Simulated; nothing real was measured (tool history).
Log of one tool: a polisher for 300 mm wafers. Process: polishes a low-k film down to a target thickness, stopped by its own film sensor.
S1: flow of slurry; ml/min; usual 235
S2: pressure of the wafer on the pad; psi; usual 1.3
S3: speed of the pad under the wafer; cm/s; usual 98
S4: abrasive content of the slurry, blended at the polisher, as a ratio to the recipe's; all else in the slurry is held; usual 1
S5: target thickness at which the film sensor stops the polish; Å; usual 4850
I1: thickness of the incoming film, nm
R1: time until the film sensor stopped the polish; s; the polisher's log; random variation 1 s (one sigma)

run,hour,S1,S2,S3,S4,S5,I1,R1
1,0,235,1.3,98,1,4850,501.8,70.9
# hour 40.9: slurry blender recalibrated
2,41.4,235,1.3,98,1,4850,502.3,73.5
3,83.7,235,1.3,98,1,4850,501.7,70.3
4,125,235,1.3,98,1,4850,499.1,59
5,182.6,295,1.5,98,1,4850,496.4,40
# hour 198.3: conditioning disc replaced and pad reconditioned
# hour 200.7: worn pad replaced by a new one
6,250.1,235,1.3,98,1,4850,498.1,53.6
# hour 439.8: slurry nozzle cleaned
7,442.7,235,1.3,98,1,4850,493.5,33.4
# hour 480.5: conditioning disc replaced and pad reconditioned
# hour 483.2: slurry blender recalibrated
# hour 515.4: worn pad replaced by a new one
# hour 525.3: head pressure recalibrated
8,611.6,235,1.3,98,1,4850,498.1,54.5
9,643.3,235,1.3,98,1,4850,491,25.4
10,683.2,235,1.3,98,1,4850,499.3,60.3
11,727,235,1.3,98,1,4850,505.5,87.2
# hour 729.3: conditioning disc replaced and pad reconditioned
12,753.5,235,1.2,98,1,4850,498.5,59.6
# hour 818.1: worn pad replaced by a new one
13,819.2,195,1.8,98,1,4850,509.3,74.8
14,849.3,170,1,98,1,4850,501.6,93.9
# hour 939.6: slurry blender recalibrated
# hour 946.4: slurry nozzle cleaned
15,990.6,235,1.3,88,1,4880,507.3,81.3
16,1022.5,235,1.3,98,1,4850,497.6,49
# hour 1041.8: conditioning disc replaced and pad reconditioned
# hour 1061.3: head pressure recalibrated
17,1063.3,235,1.3,98,1.1,4880,496.6,35.4
18,1108.8,200,1.3,98,1,4850,507.7,99
# hour 1146.8: worn pad replaced by a new one
19,1173.4,195,1.3,132,1,4850,498.6,46.8
20,1238,235,1.3,98,1,4850,505.7,84.9
21,1273.9,235,1.3,98,1,4850,496.2,47.6
22,1309.4,235,1.1,98,0.8,4830,497.3,79.6
23,1337.9,235,1.3,98,1,4850,504,80.7
# hour 1346.9: conditioning disc replaced and pad reconditioned
# hour 1393.9: slurry blender recalibrated
# hour 1420.6: worn pad replaced by a new one
# hour 1457.6: slurry nozzle cleaned
24,1461.6,235,1.7,70,0.85,4850,495.5,45.3

Forecast each of these 3 alternatives for the next run:
A,1462,235,1.3,98,1,4850,502.8,?
B,1462,175,1.5,88,1,4880,502.8,?
C,1462,235,1.3,88,0.85,4850,502.8,?

run,R1
A,72.2
B,58.5
C,86
Without the tool's hidden state the same runs would have given:
run,R1
A,76.1
B,61.6
C,90.6

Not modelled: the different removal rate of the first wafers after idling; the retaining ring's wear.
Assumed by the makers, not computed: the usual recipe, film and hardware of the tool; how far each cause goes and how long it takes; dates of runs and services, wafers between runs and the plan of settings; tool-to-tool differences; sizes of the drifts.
